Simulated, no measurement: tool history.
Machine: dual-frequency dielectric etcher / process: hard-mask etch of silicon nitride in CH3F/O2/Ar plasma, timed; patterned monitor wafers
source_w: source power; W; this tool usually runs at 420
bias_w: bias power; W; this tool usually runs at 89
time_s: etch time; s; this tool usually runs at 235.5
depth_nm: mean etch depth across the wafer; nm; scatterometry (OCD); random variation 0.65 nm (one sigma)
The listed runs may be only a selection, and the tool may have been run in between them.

run	hour	source_w	bias_w	time_s	wafers since the last listed run	hours since the last wet clean	hours since the last source power generator calibration	hours since the last bias power generator calibration	hours since the last upper electrode change	hours since the gauge calibration	read-back reference wafer on the same gauge, depth_nm	depth_nm
1	0.0	420	89	235.5	0	212.4	1074.2	2999.3	1809.8	749.4	165.1	194.0
2	73.0	420	89	235.5	452	285.4	1147.2	3072.3	1882.8	822.4	164.9	196.4
3	110.3	420	89	235.5	231	322.7	1184.5	3109.6	1920.1	859.7	165.1	195.6
4	178.8	340	89	235.5	424	391.2	1253.0	3178.1	1988.6	928.2	164.8	180.0
5	268.2	340	89	235.5	554	480.6	1342.4	3267.5	2078.0	1017.6	164.9	181.6
# hour 358.1: wet clean of the chamber
6	358.6	350	89	235.5	411	0.5	1432.8	3357.9	2168.4	1108.0	164.7	177.8
7	449.0	420	89	235.5	560	90.9	1523.2	3448.3	2258.8	1198.4	165.0	192.5
8	549.0	420	89	235.5	620	190.9	1623.2	3548.3	2358.8	1298.4	165.0	192.9
# hour 590.1: gauge calibrated
9	623.3	420	89	235.5	460	265.2	1697.5	3622.6	2433.1	33.2	165.0	193.4
10	690.6	420	89	235.5	417	332.5	1764.8	3689.9	2500.4	100.5	165.1	194.5
# hour 786.8: upper electrode replaced
11	787.3	420	89	235.5	451	429.2	1861.5	3786.6	0.5	197.2	164.9	195.0
12	835.8	420	89	235.5	300	477.7	1910.0	3835.1	49.0	245.7	165.1	195.7
# hour 871.6: wet clean of the chamber
13	900.2	420	80	167.0	250	28.6	1974.4	3899.5	113.4	310.1	165.2	132.7
14	942.5	350	105	190.0	262	70.9	2016.7	3941.8	155.7	352.4	164.9	150.3
# hour 998.7: source power generator calibrated
15	1035.8	420	89	235.5	554	164.2	37.1	4035.1	249.0	445.7	164.9	198.0
16	1091.9	420	68	235.5	348	220.3	93.2	4091.2	305.1	501.8	164.9	186.6
17	1174.7	450	111	303.5	513	303.1	176.0	4174.0	387.9	584.6	164.9	278.9
# hour 1183.4: bias power generator calibrated
18	1213.5	370	103	196.0	215	341.9	214.8	30.1	426.7	623.4	165.1	163.3
19	1289.9	390	103	285.0	474	418.3	291.2	106.5	503.1	699.8	165.1	245.3
20	1346.2	340	89	235.5	349	474.6	347.5	162.8	559.4	756.1	165.0	184.1
# hour 1384.1: wet clean of the chamber
21	1499.6	350	97	235.5	802	115.5	500.9	316.2	712.8	909.5	164.8	184.6
22	1538.2	470	83	210.0	239	154.1	539.5	354.8	751.4	948.1	165.0	179.6

What will run 23 give?
23	1650.9	420	89	235.5	699	266.8	652.2	467.5	864.1	1060.8	?	?

Run 23 came out at read-back reference wafer on the same gauge, depth_nm 165.1, depth_nm 196.1 nm.
Minus the tool's unlogged condition, the same run would have read depth_nm 193.8 nm.
